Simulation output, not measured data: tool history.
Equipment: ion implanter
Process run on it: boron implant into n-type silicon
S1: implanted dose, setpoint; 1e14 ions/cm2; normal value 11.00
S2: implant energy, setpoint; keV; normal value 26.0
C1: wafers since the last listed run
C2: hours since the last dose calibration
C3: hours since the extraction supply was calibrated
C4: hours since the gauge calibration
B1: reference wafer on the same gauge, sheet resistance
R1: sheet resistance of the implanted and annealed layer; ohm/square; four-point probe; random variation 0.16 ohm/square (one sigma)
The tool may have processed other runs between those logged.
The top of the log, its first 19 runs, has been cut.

run	hour	S1	S2	C1	C2	C3	C4	B1	R1
20	1519.5	8.16	21.0	2537	371.5	369.4	1308.7	118.99	136.70
21	1569.0	8.72	28.5	1392	421.0	418.9	1358.2	119.05	125.90
# hour 1655.5: gauge calibrated
22	1671.1	12.05	32.5	2872	523.1	521.0	15.6	119.03	95.26
# hour 1700.6: Faraday cup replaced and dose calibrated
23	1741.6	11.00	26.0	1758	41.0	591.5	86.1	119.05	104.96
24	1838.0	11.00	26.0	2712	137.4	687.9	182.5	119.02	104.97
25	1912.5	11.00	26.0	2095	211.9	762.4	257.0	119.05	105.18
26	2002.8	9.10	26.0	2540	302.2	852.7	347.3	118.91	122.52
27	2069.5	12.23	23.0	1876	368.9	919.4	414.0	118.97	96.69
28	2157.8	10.04	30.0	2484	457.2	1007.7	502.3	119.08	111.77
29	2222.1	13.58	31.5	1809	521.5	1072.0	566.6	118.98	86.35
30	2267.6	9.92	31.5	1280	567.0	1117.5	612.1	119.00	111.70
31	2311.4	8.69	26.0	1232	610.8	1161.3	655.9	118.87	126.06

Each row is a separate what-if for the run after 31, all from the same tool condition, not one after another. Results?
A	2311.8	14.25	26.0	11	611.2	1161.7	656.3	?	?
B	2311.8	13.45	33.5	11	611.2	1161.7	656.3	?	?
C	2311.8	12.51	30.5	11	611.2	1161.7	656.3	?	?
D	2311.8	11.86	20.0	11	611.2	1161.7	656.3	?	?

run	B1	R1
A	118.99	84.11
B	118.99	86.37
C	118.99	92.23
D	118.99	99.73
Stripped of hidden state, with their random variation kept, the same runs would have yielded:
run	R1
A	85.12
B	87.46
C	93.40
D	100.94
